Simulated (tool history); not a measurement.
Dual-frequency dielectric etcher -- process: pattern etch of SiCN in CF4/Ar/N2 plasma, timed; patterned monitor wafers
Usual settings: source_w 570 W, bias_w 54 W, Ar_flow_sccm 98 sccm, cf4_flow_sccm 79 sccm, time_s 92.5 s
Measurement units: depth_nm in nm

run,hour,source_w,bias_w,Ar_flow_sccm,cf4_flow_sccm,time_s,"read-back reference wafer on the same gauge, depth_nm",depth_nm
1,0,570,49,88,85,104,105.5,106.7
2,47.8,570,54,78,62,85,105.5,86.3
3,84.3,700,64,98,69,92.5,105.3,100.7
# hour 127.1: wet clean of the chamber
4,127.6,570,44,98,65,92.5,105.3,86
5,157.9,640,54,98,79,92.5,105.4,91.7
6,224.8,690,54,85,67,69.5,105.3,72.9
7,293.4,570,54,98,79,92.5,105.6,89.7
8,337.1,570,54,98,89,92.5,105.4,91.7
9,408.7,620,54,98,66,111,105.4,110.8
10,442.3,570,64,98,79,92.5,105.1,93.2
# hour 521.7: wet clean of the chamber
11,522.2,570,47,78,79,85,105.1,84.1
# hour 558.9: CF4 flow controller replaced
12,559.4,570,54,111,79,92.5,105.2,87
13,599.6,570,49,79,79,92.5,105.2,91
14,628.3,570,54,98,79,92.5,105.5,90
15,666.6,570,45,98,94,92.5,105.3,90
16,841.7,510,59,98,84,80.5,105.2,78.9
17,890.3,570,54,98,79,92.5,105.2,91.8
18,928.4,660,54,98,79,92.5,105.2,98.5
19,972.4,570,54,98,79,92.5,105.5,93.8
# hour 1020: wet clean of the chamber
20,1020.5,570,54,98,93,92.5,105,91.7
21,1054.9,570,54,98,79,92.5,105.4,89.3
22,1115.6,570,54,98,79,92.5,105.2,90.2

Predict each of these 3 candidate next runs independently; none follows another, all start after run 22:
A,1116,570,54,98,79,92.5,?,?
B,1116,570,54,98,97,82.5,?,?
C,1116,460,54,117,79,92.5,?,?

run,"read-back reference wafer on the same gauge, depth_nm",depth_nm
A,105.1,89.4
B,105.1,81.7
C,105.1,81
Without the tool's hidden state the same runs would have given:
run,depth_nm
A,88
B,80.5
C,79.8
